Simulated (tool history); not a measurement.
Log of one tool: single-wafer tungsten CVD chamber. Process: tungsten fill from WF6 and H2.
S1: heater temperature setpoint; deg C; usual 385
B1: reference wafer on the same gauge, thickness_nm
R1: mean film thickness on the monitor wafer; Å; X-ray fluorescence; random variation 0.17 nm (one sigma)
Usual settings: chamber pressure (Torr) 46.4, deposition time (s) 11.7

Run 1, hour 0.0: usual settings but S1 388 deg C; B1 29.686. Result: R1 359.31 Å.
Run 2, hour 89.3: usual settings but S1 388 deg C; B1 29.693. Result: R1 361.88 Å.
Run 3, hour 155.8: usual settings but S1 388 deg C; B1 29.632. Result: R1 359.99 Å.
Run 4, hour 216.8: usual settings but S1 381 deg C, deposition time (s) 11.0; B1 29.714. Result: R1 293.94 Å.
Run 5, hour 307.1: usual settings; B1 29.683. Result: R1 340.42 Å.
Run 6, hour 351.6: usual settings; B1 29.682. Result: R1 342.19 Å.
Run 7, hour 405.3: usual settings but chamber pressure (Torr) 53.5; B1 29.688. Result: R1 362.41 Å.
Run 8, hour 505.1: usual settings but chamber pressure (Torr) 53.5; B1 29.749. Result: R1 364.11 Å.
Run 9, hour 582.5: usual settings but chamber pressure (Torr) 53.5; B1 29.692. Result: R1 365.66 Å.
Run 10, hour 645.7: usual settings but S1 381 deg C; B1 29.632. Result: R1 323.30 Å.
Run 11, hour 741.3: usual settings but S1 381 deg C; B1 29.680. Result: R1 321.37 Å.
Run 12, hour 817.4: usual settings but S1 397 deg C, chamber pressure (Torr) 50.9; B1 29.710. Result: R1 451.03 Å.
Run 13, hour 885.6: usual settings; B1 29.660. Result: R1 354.19 Å.
Run 14, hour 982.4: usual settings but deposition time (s) 9.5; B1 29.664. Result: R1 273.90 Å.
Run 15, hour 1020.5: usual settings but S1 379 deg C, deposition time (s) 10.1; B1 29.680. Result: R1 259.39 Å.
Run 16, hour 1083.9: usual settings but S1 399 deg C; B1 29.750. Result: R1 440.01 Å.
Run 17, hour 1138.5: usual settings but S1 393 deg C, deposition time (s) 10.0; B1 29.688. Result: R1 338.04 Å.
Run 18, hour 1217.0: usual settings but S1 388 deg C; B1 29.683. Result: R1 359.23 Å.
Run 19, hour 1472.1: usual settings but chamber pressure (Torr) 50.2, deposition time (s) 13.2; B1 29.734. Result: R1 383.23 Å.
Run 20, hour 1558.4: usual settings but chamber pressure (Torr) 56.1; B1 29.673. Result: R1 354.71 Å.
Run 21, hour 1602.9: usual settings; B1 29.690. Result: R1 329.16 Å.
Run 22, hour 1696.3: usual settings but S1 399 deg C; B1 29.736. Result: R1 428.87 Å.
Run 23, hour 1739.9: usual settings but S1 392 deg C, chamber pressure (Torr) 36.6; B1 29.724. Result: R1 343.45 Å.
Run 24, hour 1832.6: usual settings but S1 374 deg C, chamber pressure (Torr) 41.5, deposition time (s) 10.4; B1 29.694. Result: R1 228.75 Å.

Not shown: 4 entries that the log had between the listed runs. Between which runs, and how does the tool's hidden state differ before and after?
Between runs 13 and 14: thermocouple changed; heater temperature recalibrated (hour 938.7)
  wafer temperature above the value expected at the setpoint (K): 2.11 -> -0.277; true pressure above the setpoint (%): 5.93 -> 6.57
  measured less the result without the state, R1: +21.53 -> +5.13 Å
Between runs 18 and 19: gauge calibrated (hour 1285.3); capacitance manometer re-zeroed and calibrated (hour 1388.9); showerhead replaced (hour 1400.5)
  wafer temperature above the value expected at the setpoint (K): -0.243 -> -0.15; true pressure above the setpoint (%): 8.25 -> -0.907
  measured less the result without the state, R1: +9.09 -> -2.45 Å
